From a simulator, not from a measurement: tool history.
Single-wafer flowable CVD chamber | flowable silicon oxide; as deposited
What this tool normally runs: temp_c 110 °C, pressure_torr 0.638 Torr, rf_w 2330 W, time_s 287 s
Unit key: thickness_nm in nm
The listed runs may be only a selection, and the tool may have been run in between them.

run	day	temp_c	pressure_torr	rf_w	time_s	wafers since the last listed run	hours since the last thermocouple change	hours since the last RF generator calibration	hours since the last manometer calibration	hours since the showerhead was replaced	hours since the gauge calibration	read-back reference wafer on the same gauge, thickness_nm	thickness_nm
1	0	110	0.693	2330	287	0	2117.8	700.4	1152.7	3444	924.6	124.962	108.771
2	2.175	110	0.693	2330	287	466	2170	752.6	1204.9	3496.2	976.8	124.9	109.442
3	12.242	110	0.638	2330	287	2158	2411.6	994.2	1446.5	3737.8	1218.4	124.996	98.882
4	16.308	110	0.638	2330	287	871	2509.2	1091.8	1544.1	3835.4	1316	124.999	99.342
5	19.167	110	0.638	2330	287	612	2577.8	1160.4	1612.7	3904	1384.6	125.037	98.897
# day 22.533: showerhead replaced
6	22.554	110	0.738	2645	287	654	2659.1	1241.7	1694	0.5	1465.9	125.131	118.644
# day 28.117: capacitance manometer re-zeroed and calibrated
7	29.625	110	0.738	2645	287	1444	2828.8	1411.4	36.2	170.2	1635.6	124.954	123.556
8	33.542	110	0.638	2330	287	839	2922.8	1505.4	130.2	264.2	1729.6	124.99	102.671
# day 36.188: gauge calibrated
9	36.404	110	0.638	2330	287	613	2991.5	1574.1	198.9	332.9	5.2	124.951	101.728
# day 39.25: RF generator calibrated
10	39.271	110	0.638	2330	287	543	3060.3	0.5	267.7	401.7	74	124.992	104.363
11	41.708	110	0.638	2330	287	522	3118.8	59	326.2	460.2	132.5	125.014	103.349
# day 44.033: thermocouple changed; heater temperature recalibrated
12	44.771	110	0.638	2330	287	585	17.7	132.5	399.7	533.7	206	125.011	103.102
13	46.717	110	0.638	2330	268	417	64.4	179.2	446.4	580.4	252.7	125.025	96.756
14	49.879	110	0.638	2330	287	678	140.3	255.1	522.3	656.3	328.6	124.944	102.264
15	51.771	103	0.699	2680	287	405	185.7	300.5	567.7	701.7	374	125.065	142.911
16	53.779	110	0.638	2330	287	430	233.9	348.7	615.9	749.9	422.2	125.025	102.664
17	55.992	110	0.638	2330	287	474	287	401.8	669	803	475.3	125.106	101.219
18	59.038	110	0.638	2205	287	653	360.1	474.9	742.1	876.1	548.4	124.84	99.571
19	63.142	106	0.537	2330	242	879	458.6	573.4	840.6	974.6	646.9	125.011	80.278
20	65.783	114	0.638	2330	261	566	522	636.8	904	1038	710.3	124.995	81.505
21	69.758	110	0.638	1980	269	852	617.4	732.2	999.4	1133.4	805.7	124.983	87.854
22	73.771	110	0.576	2695	287	860	713.7	828.5	1095.7	1229.7	902	125.005	94.223
23	76.317	110	0.638	2575	287	545	774.8	889.6	1156.8	1290.8	963.1	124.948	102.623
24	78.571	115	0.58	2330	287	483	828.9	943.7	1210.9	1344.9	1017.2	124.898	78.924
25	80.458	105	0.491	2570	308	404	874.2	989	1256.2	1390.2	1062.5	124.926	97.666
26	84.642	110	0.638	2560	287	896	974.6	1089.4	1356.6	1490.6	1162.9	125.194	101.679
27	88.592	96	0.533	2045	245	846	1069.4	1184.2	1451.4	1585.4	1257.7	124.885	102.539
28	92.775	117	0.638	2460	287	896	1169.8	1284.6	1551.8	1685.8	1358.1	125.014	82.167

Some steps in thickness_nm, run to run, broken into two amounts with sign: the step expected even without the hidden condition (settings, incoming material, random variation), and the rest, left for the hidden condition together with whatever gauge scatter is not in both the measured and the hidden-condition-free result:
Hidden conditions of the tool in this case: wafer temperature above the value expected at the setpoint (K); delivered RF power above the setpoint (%); true pressure above the setpoint (%); gauge reads high (%).
Run 6 -> 7: capacitance manometer re-zeroed and calibrated. thickness_nm +4.912 nm: hidden state +4.671, all else +0.241.
Run 14 -> 15: temp_c 110 -> 103, pressure_torr 0.638 -> 0.699, rf_w 2330 -> 2680. thickness_nm +40.647 nm: hidden state -0.959, all else +41.606.
Run 15 -> 16: temp_c 103 -> 110, pressure_torr 0.699 -> 0.638, rf_w 2680 -> 2330. thickness_nm -40.247 nm: hidden state +0.474, all else -40.721.
Run 27 -> 28: temp_c 96 -> 117, pressure_torr 0.533 -> 0.638, rf_w 2045 -> 2460, time_s 245 -> 287. thickness_nm -20.372 nm: hidden state +2.793, all else -23.165.

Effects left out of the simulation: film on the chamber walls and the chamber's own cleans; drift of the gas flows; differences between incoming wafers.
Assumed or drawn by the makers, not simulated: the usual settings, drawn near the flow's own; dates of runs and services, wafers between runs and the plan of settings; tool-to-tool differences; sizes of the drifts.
